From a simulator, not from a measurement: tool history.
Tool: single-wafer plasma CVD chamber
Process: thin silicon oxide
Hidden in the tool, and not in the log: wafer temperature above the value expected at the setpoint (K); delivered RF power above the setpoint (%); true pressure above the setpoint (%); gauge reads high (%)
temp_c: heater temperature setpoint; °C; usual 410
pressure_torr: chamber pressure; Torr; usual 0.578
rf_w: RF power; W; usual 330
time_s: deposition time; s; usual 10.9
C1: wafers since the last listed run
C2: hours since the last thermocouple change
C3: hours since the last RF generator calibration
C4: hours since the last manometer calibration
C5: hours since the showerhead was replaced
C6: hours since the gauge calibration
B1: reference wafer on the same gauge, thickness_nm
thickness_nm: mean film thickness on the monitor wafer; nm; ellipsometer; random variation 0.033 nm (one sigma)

run 1 hour=0.0 | temp_c=410 pressure_torr=0.578 rf_w=330 time_s=10.9 | C1=0 C2=765.0 C3=1232.4 C4=2557.1 C5=4268.3 C6=770.0 | B1=15.301 | thickness_nm=13.852
run 2 hour=18.8 | temp_c=410 pressure_torr=0.578 rf_w=330 time_s=10.9 | C1=463 C2=783.8 C3=1251.2 C4=2575.9 C5=4287.1 C6=788.8 | B1=15.292 | thickness_nm=13.849
run 3 hour=37.7 | temp_c=410 pressure_torr=0.578 rf_w=345 time_s=10.9 | C1=465 C2=802.7 C3=1270.1 C4=2594.8 C5=4306.0 C6=807.7 | B1=15.301 | thickness_nm=14.096
run 4 hour=64.1 | temp_c=410 pressure_torr=0.578 rf_w=345 time_s=10.9 | C1=650 C2=829.1 C3=1296.5 C4=2621.2 C5=4332.4 C6=834.1 | B1=15.297 | thickness_nm=14.114
run 5 hour=80.6 | temp_c=421 pressure_torr=0.491 rf_w=330 time_s=10.9 | C1=406 C2=845.6 C3=1313.0 C4=2637.7 C5=4348.9 C6=850.6 | B1=15.302 | thickness_nm=11.648
-- hour=90.6 gauge calibrated
run 6 hour=103.5 | temp_c=421 pressure_torr=0.491 rf_w=330 time_s=10.9 | C1=563 C2=868.5 C3=1335.9 C4=2660.6 C5=4371.8 C6=12.9 | B1=15.299 | thickness_nm=11.680
-- hour=119.8 capacitance manometer re-zeroed and calibrated
run 7 hour=130.2 | temp_c=421 pressure_torr=0.491 rf_w=330 time_s=10.9 | C1=460 C2=895.2 C3=1362.6 C4=10.4 C5=4398.5 C6=39.6 | B1=15.295 | thickness_nm=12.236
-- hour=147.6 showerhead replaced
run 8 hour=158.4 | temp_c=403 pressure_torr=0.578 rf_w=330 time_s=10.9 | C1=497 C2=923.4 C3=1390.8 C4=38.6 C5=10.8 C6=67.8 | B1=15.301 | thickness_nm=14.596
run 9 hour=187.2 | temp_c=410 pressure_torr=0.578 rf_w=330 time_s=10.9 | C1=709 C2=952.2 C3=1419.6 C4=67.4 C5=39.6 C6=96.6 | B1=15.301 | thickness_nm=14.506
run 10 hour=215.7 | temp_c=400 pressure_torr=0.656 rf_w=300 time_s=10.9 | C1=701 C2=980.7 C3=1448.1 C4=95.9 C5=68.1 C6=125.1 | B1=15.300 | thickness_nm=15.879
run 11 hour=239.8 | temp_c=410 pressure_torr=0.578 rf_w=330 time_s=10.9 | C1=593 C2=1004.8 C3=1472.2 C4=120.0 C5=92.2 C6=149.2 | B1=15.291 | thickness_nm=14.375
run 12 hour=263.7 | temp_c=396 pressure_torr=0.694 rf_w=330 time_s=10.9 | C1=588 C2=1028.7 C3=1496.1 C4=143.9 C5=116.1 C6=173.1 | B1=15.292 | thickness_nm=17.479
run 13 hour=294.1 | temp_c=421 pressure_torr=0.518 rf_w=330 time_s=10.9 | C1=748 C2=1059.1 C3=1526.5 C4=174.3 C5=146.5 C6=203.5 | B1=15.300 | thickness_nm=12.801
run 14 hour=306.9 | temp_c=410 pressure_torr=0.578 rf_w=330 time_s=11.6 | C1=315 C2=1071.9 C3=1539.3 C4=187.1 C5=159.3 C6=216.3 | B1=15.291 | thickness_nm=15.329
run 15 hour=332.9 | temp_c=410 pressure_torr=0.622 rf_w=330 time_s=9.0 | C1=640 C2=1097.9 C3=1565.3 C4=213.1 C5=185.3 C6=242.3 | B1=15.295 | thickness_nm=12.801
run 16 hour=364.8 | temp_c=410 pressure_torr=0.619 rf_w=330 time_s=9.5 | C1=785 C2=1129.8 C3=1597.2 C4=245.0 C5=217.2 C6=274.2 | B1=15.289 | thickness_nm=13.342
run 17 hour=397.8 | temp_c=414 pressure_torr=0.704 rf_w=350 time_s=10.1 | C1=812 C2=1162.8 C3=1630.2 C4=278.0 C5=250.2 C6=307.2 | B1=15.292 | thickness_nm=16.476
run 18 hour=432.8 | temp_c=423 pressure_torr=0.679 rf_w=330 time_s=10.9 | C1=861 C2=1197.8 C3=1665.2 C4=313.0 C5=285.2 C6=342.2 | B1=15.296 | thickness_nm=16.682
run 19 hour=463.3 | temp_c=410 pressure_torr=0.481 rf_w=305 time_s=9.6 | C1=751 C2=1228.3 C3=1695.7 C4=343.5 C5=315.7 C6=372.7 | B1=15.306 | thickness_nm=10.084
run 20 hour=482.2 | temp_c=410 pressure_torr=0.632 rf_w=370 time_s=9.2 | C1=465 C2=1247.2 C3=1714.6 C4=362.4 C5=334.6 C6=391.6 | B1=15.308 | thickness_nm=13.710
-- hour=504.6 thermocouple changed; heater temperature recalibrated
-- hour=505.4 RF generator calibrated
run 21 hour=511.0 | temp_c=415 pressure_torr=0.515 rf_w=380 time_s=10.9 | C1=491 C2=6.4 C3=5.6 C4=391.2 C5=363.4 C6=420.4 | B1=15.299 | thickness_nm=13.270
run 22 hour=531.3 | temp_c=410 pressure_torr=0.447 rf_w=330 time_s=10.9 | C1=499 C2=26.7 C3=25.9 C4=411.5 C5=383.7 C6=440.7 | B1=15.297 | thickness_nm=10.897
run 23 hour=543.8 | temp_c=410 pressure_torr=0.578 rf_w=330 time_s=10.9 | C1=307 C2=39.2 C3=38.4 C4=424.0 C5=396.2 C6=453.2 | B1=15.296 | thickness_nm=14.178

The next listed run, before its measurement:
run 24 hour=566.8 | temp_c=397 pressure_torr=0.717 rf_w=390 time_s=12.9 | C1=566 C2=62.2 C3=61.4 C4=447.0 C5=419.2 C6=476.2 | B1=? | thickness_nm=?

Run 24 gave B1 15.300, thickness_nm 22.198 nm.
Without the tool's hidden state the same run would have given thickness_nm 22.873 nm.

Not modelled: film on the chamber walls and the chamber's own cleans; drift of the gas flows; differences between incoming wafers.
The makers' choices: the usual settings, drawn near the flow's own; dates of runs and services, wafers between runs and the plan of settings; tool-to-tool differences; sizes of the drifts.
